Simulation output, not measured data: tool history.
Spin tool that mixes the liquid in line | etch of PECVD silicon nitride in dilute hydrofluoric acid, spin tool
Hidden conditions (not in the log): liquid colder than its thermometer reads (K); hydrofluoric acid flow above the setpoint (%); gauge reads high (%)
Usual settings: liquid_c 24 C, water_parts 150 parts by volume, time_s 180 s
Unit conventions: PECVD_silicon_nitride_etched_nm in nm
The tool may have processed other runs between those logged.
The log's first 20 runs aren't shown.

run    hour  liquid_c  water_parts  time_s  wafers since the last listed run  hours since the thermometer was replaced  hours since the hydrofluoric acid flow meter was replaced  hours since the gauge calibration  read-back film thickness of the PECVD silicon nitride reference wafer, read on the same gauge (nm)  PECVD_silicon_nitride_etched_nm
 21  1585.7        26          210     125                               641                                    1418.7                                                      756.7                              170.8                                                                                             129.987                            1.918
 22  1685.6      22.5          150     285                              1069                                    1518.6                                                      856.6                              270.7                                                                                             130.008                            4.898
 23  1728.7        24          130     110                               461                                    1561.7                                                      899.7                              313.8                                                                                             129.994                            2.434
 24  1818.6        24          150     180                               962                                    1651.6                                                      989.6                              403.7                                                                                             129.977                            3.445
 25  1887.2        24          150     250                               734                                    1720.2                                                     1058.2                              472.3                                                                                             130.028                            4.796
 26  1989.4        24          150     180                              1094                                    1822.4                                                     1160.4                              574.5                                                                                             130.017                            3.439
 27  2052.1        24          150     180                               671                                    1885.1                                                     1223.1                              637.2                                                                                             130.018                            3.464
 28    2104      19.5          150     180                               555                                      1937                                                       1275                              689.1                                                                                             129.998                            2.537
 29  2200.5        24          150     180                              1033                                    2033.5                                                     1371.5                              785.6                                                                                             130.007                            3.453
 30  2276.4        29          150     180                               812                                    2109.4                                                     1447.4                              861.5                                                                                              130.01                            4.785
 31  2336.5      27.5          215     180                               643                                    2169.5                                                     1507.5                              921.6                                                                                              130.01                            3.002

Here are 5 independent what-if runs from the current tool condition. What would each one return?
  A  2337        24          150     180                                 5                                      2170                                                       1508                              922.1                                                                                                   ?                                ?
  B  2337        20          130     275                                 5                                      2170                                                       1508                              922.1                                                                                                   ?                                ?
  C  2337        24          150     275                                 5                                      2170                                                       1508                              922.1                                                                                                   ?                                ?
  D  2337        24          105     180                                 5                                      2170                                                       1508                              922.1                                                                                                   ?                                ?
  E  2337        22          205     180                                 5                                      2170                                                       1508                              922.1                                                                                                   ?                                ?

run  read-back film thickness of the PECVD silicon nitride reference wafer, read on the same gauge (nm)  PECVD_silicon_nitride_etched_nm
  A                                                                                             129.994                            3.469
  B                                                                                             129.994                            4.683
  C                                                                                             129.994                              5.3
  D                                                                                             129.994                            4.935
  E                                                                                             129.994                            2.241
Stripped of hidden state, with their random variation kept, the same runs would have yielded:
run  PECVD_silicon_nitride_etched_nm
  A                            3.321
  B                            4.486
  C                            5.073
  D                            4.725
  E                            2.146

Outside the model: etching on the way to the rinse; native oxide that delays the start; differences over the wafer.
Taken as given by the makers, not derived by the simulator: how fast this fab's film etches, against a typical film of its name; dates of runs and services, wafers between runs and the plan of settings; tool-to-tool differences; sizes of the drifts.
